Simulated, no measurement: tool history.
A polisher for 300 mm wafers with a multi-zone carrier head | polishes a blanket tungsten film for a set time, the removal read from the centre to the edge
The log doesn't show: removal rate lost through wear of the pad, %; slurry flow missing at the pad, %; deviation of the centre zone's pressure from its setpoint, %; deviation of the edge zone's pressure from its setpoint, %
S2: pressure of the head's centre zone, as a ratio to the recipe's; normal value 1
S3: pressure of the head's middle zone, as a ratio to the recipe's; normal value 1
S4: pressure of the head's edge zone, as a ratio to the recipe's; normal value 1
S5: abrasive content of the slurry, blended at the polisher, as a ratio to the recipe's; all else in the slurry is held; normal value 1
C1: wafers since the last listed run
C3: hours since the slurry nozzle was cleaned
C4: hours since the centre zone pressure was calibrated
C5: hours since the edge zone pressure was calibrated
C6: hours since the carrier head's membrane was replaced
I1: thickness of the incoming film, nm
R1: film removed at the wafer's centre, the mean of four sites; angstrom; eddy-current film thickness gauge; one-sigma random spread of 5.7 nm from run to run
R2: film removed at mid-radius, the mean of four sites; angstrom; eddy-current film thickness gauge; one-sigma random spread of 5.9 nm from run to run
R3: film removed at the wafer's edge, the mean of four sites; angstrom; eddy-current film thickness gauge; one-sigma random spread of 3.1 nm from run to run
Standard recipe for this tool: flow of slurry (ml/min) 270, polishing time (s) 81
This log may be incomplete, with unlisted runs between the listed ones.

run 1 hour=0 | flow_of_slurry_(ml/min)=235 S2=0.93 S3=1 S4=1 S5=1 polishing_time_(s)=81 | C1=0 wafers_polished_on_this_pad=2004 C3=189 C4=716.7 C5=701.9 C6=1726.6 | I1=1373.6 | R1=3757 R2=4098 R3=4085
-- hour=51.2 carrier head's membrane replaced by a new one
run 2 hour=68.4 | flow_of_slurry_(ml/min)=270 S2=1 S3=1 S4=1 S5=1 polishing_time_(s)=81 | C1=810 wafers_polished_on_this_pad=2814 C3=257.4 C4=785.1 C5=770.3 C6=17.2 | I1=1372.9 | R1=4153 R2=4183 R3=4107
-- hour=89.8 edge zone pressure recalibrated
run 3 hour=94.1 | flow_of_slurry_(ml/min)=270 S2=1 S3=1 S4=1.06 S5=1 polishing_time_(s)=81 | C1=302 wafers_polished_on_this_pad=3117 C3=283.1 C4=810.8 C5=4.3 C6=42.9 | I1=1394.4 | R1=4149 R2=4145 R3=4215
run 4 hour=163.6 | flow_of_slurry_(ml/min)=270 S2=1 S3=1 S4=1 S5=1 polishing_time_(s)=81 | C1=888 wafers_polished_on_this_pad=4005 C3=352.6 C4=880.3 C5=73.8 C6=112.4 | I1=1392.5 | R1=4071 R2=4223 R3=4161
-- hour=188.2 centre zone pressure recalibrated
run 5 hour=206.1 | flow_of_slurry_(ml/min)=270 S2=1 S3=1 S4=1 S5=1 polishing_time_(s)=81 | C1=517 wafers_polished_on_this_pad=4523 C3=395.1 C4=17.9 C5=116.3 C6=154.9 | I1=1359.4 | R1=4114 R2=4242 R3=4157
run 6 hour=255 | flow_of_slurry_(ml/min)=295 S2=1.1 S3=1 S4=0.93 S5=0.8 polishing_time_(s)=81 | C1=625 wafers_polished_on_this_pad=5148 C3=444 C4=66.8 C5=165.2 C6=203.8 | I1=1377.5 | R1=4314 R2=4080 R3=3777
-- hour=279.1 worn pad replaced by a new one
run 7 hour=325.8 | flow_of_slurry_(ml/min)=270 S2=1 S3=1 S4=1 S5=1 polishing_time_(s)=81 | C1=853 wafers_polished_on_this_pad=596 C3=514.8 C4=137.6 C5=236 C6=274.6 | I1=1385.1 | R1=4055 R2=4214 R3=4119
run 8 hour=366.3 | flow_of_slurry_(ml/min)=315 S2=1 S3=1 S4=1.1 S5=1 polishing_time_(s)=81 | C1=517 wafers_polished_on_this_pad=1113 C3=555.3 C4=178.1 C5=276.5 C6=315.1 | I1=1378.7 | R1=4102 R2=4257 R3=4353
run 9 hour=396.9 | flow_of_slurry_(ml/min)=185 S2=1 S3=1 S4=1 S5=1 polishing_time_(s)=81 | C1=391 wafers_polished_on_this_pad=1505 C3=585.9 C4=208.7 C5=307.1 C6=345.7 | I1=1368.5 | R1=3707 R2=3944 R3=3965
run 10 hour=462.6 | flow_of_slurry_(ml/min)=270 S2=1.06 S3=1 S4=1.03 S5=1 polishing_time_(s)=81 | C1=839 wafers_polished_on_this_pad=2344 C3=651.6 C4=274.4 C5=372.8 C6=411.4 | I1=1382.7 | R1=4239 R2=4086 R3=4103
run 11 hour=516.3 | flow_of_slurry_(ml/min)=235 S2=1 S3=1 S4=1 S5=0.85 polishing_time_(s)=81 | C1=686 wafers_polished_on_this_pad=3031 C3=705.3 C4=328.1 C5=426.5 C6=465.1 | I1=1373.8 | R1=3760 R2=3809 R3=3867
run 12 hour=556.2 | flow_of_slurry_(ml/min)=270 S2=1 S3=1 S4=1 S5=1.15 polishing_time_(s)=81 | C1=509 wafers_polished_on_this_pad=3541 C3=745.2 C4=368 C5=466.4 C6=505 | I1=1390.4 | R1=4015 R2=4096 R3=4159
run 13 hour=584.9 | flow_of_slurry_(ml/min)=270 S2=1 S3=1 S4=1 S5=1 polishing_time_(s)=81 | C1=366 wafers_polished_on_this_pad=3908 C3=773.9 C4=396.7 C5=495.1 C6=533.7 | I1=1390.4 | R1=3869 R2=4069 R3=3990
run 14 hour=654.8 | flow_of_slurry_(ml/min)=270 S2=1 S3=1 S4=1.05 S5=1 polishing_time_(s)=81 | C1=893 wafers_polished_on_this_pad=4801 C3=843.8 C4=466.6 C5=565 C6=603.6 | I1=1379.8 | R1=4033 R2=3901 R3=4079
-- hour=661.4 slurry nozzle cleaned
run 15 hour=697.3 | flow_of_slurry_(ml/min)=270 S2=1 S3=0.94 S4=1.11 S5=1 polishing_time_(s)=81 | C1=530 wafers_polished_on_this_pad=5331 C3=35.9 C4=509.1 C5=607.5 C6=646.1 | I1=1355.3 | R1=4232 R2=4008 R3=4419
run 16 hour=744 | flow_of_slurry_(ml/min)=220 S2=1 S3=1.06 S4=1 S5=0.75 polishing_time_(s)=93 | C1=596 wafers_polished_on_this_pad=5928 C3=82.6 C4=555.8 C5=654.2 C6=692.8 | I1=1385.6 | R1=4314 R2=4539 R3=4441
-- hour=753.8 edge zone pressure recalibrated
-- hour=772.8 worn pad replaced by a new one
run 17 hour=796.6 | flow_of_slurry_(ml/min)=270 S2=1 S3=1 S4=1 S5=0.8 polishing_time_(s)=81 | C1=595 wafers_polished_on_this_pad=304 C3=135.2 C4=608.4 C5=42.8 C6=745.4 | I1=1363.2 | R1=3848 R2=4024 R3=3985
run 18 hour=914.2 | flow_of_slurry_(ml/min)=270 S2=1 S3=1 S4=1 S5=0.75 polishing_time_(s)=81 | C1=1503 wafers_polished_on_this_pad=1807 C3=252.8 C4=726 C5=160.4 C6=863 | I1=1377.9 | R1=3892 R2=3912 R3=3858
run 19 hour=1122.6 | flow_of_slurry_(ml/min)=300 S2=0.92 S3=1 S4=1 S5=0.9 polishing_time_(s)=62 | C1=2663 wafers_polished_on_this_pad=4471 C3=461.2 C4=934.4 C5=368.8 C6=1071.4 | I1=1377.3 | R1=2811 R2=3101 R3=3115
run 20 hour=1153.1 | flow_of_slurry_(ml/min)=195 S2=1 S3=1 S4=1 S5=0.85 polishing_time_(s)=81 | C1=389 wafers_polished_on_this_pad=4861 C3=491.7 C4=964.9 C5=399.3 C6=1101.9 | I1=1377 | R1=3786 R2=3886 R3=3854
run 21 hour=1185 | flow_of_slurry_(ml/min)=270 S2=0.89 S3=1 S4=0.95 S5=1 polishing_time_(s)=81 | C1=407 wafers_polished_on_this_pad=5268 C3=523.6 C4=996.8 C5=431.2 C6=1133.8 | I1=1372 | R1=3556 R2=4192 R3=3994
-- hour=1193.4 worn pad replaced by a new one
run 22 hour=1231.1 | flow_of_slurry_(ml/min)=325 S2=1 S3=1 S4=1 S5=1 polishing_time_(s)=81 | C1=538 wafers_polished_on_this_pad=481 C3=569.7 C4=1042.9 C5=477.3 C6=1179.9 | I1=1381.8 | R1=4161 R2=4196 R3=4189

Here are 3 independent what-if runs from the current tool condition. What would each one return?
run A hour=1231.6 | flow_of_slurry_(ml/min)=270 S2=1 S3=1 S4=1 S5=1 polishing_time_(s)=81 | C1=6 wafers_polished_on_this_pad=487 C3=570.2 C4=1043.4 C5=477.8 C6=1180.4 | I1=1389.5 | R1=? R2=? R3=?
run B hour=1231.6 | flow_of_slurry_(ml/min)=270 S2=1 S3=1 S4=1.09 S5=0.8 polishing_time_(s)=81 | C1=6 wafers_polished_on_this_pad=487 C3=570.2 C4=1043.4 C5=477.8 C6=1180.4 | I1=1389.5 | R1=? R2=? R3=?
run C hour=1231.6 | flow_of_slurry_(ml/min)=270 S2=1 S3=1 S4=1 S5=1 polishing_time_(s)=96 | C1=6 wafers_polished_on_this_pad=487 C3=570.2 C4=1043.4 C5=477.8 C6=1180.4 | I1=1389.5 | R1=? R2=? R3=?

run=A R1=4031 R2=4019 R3=4092
run=B R1=3826 R2=3814 R3=4052
run=C R1=4778 R2=4764 R3=4849
Without the tool's unlogged condition, the same runs would have read:
run=A R1=4189 R2=4160 R3=4199
run=B R1=3976 R2=3948 R3=4158
run=C R1=4965 R2=4931 R3=4977

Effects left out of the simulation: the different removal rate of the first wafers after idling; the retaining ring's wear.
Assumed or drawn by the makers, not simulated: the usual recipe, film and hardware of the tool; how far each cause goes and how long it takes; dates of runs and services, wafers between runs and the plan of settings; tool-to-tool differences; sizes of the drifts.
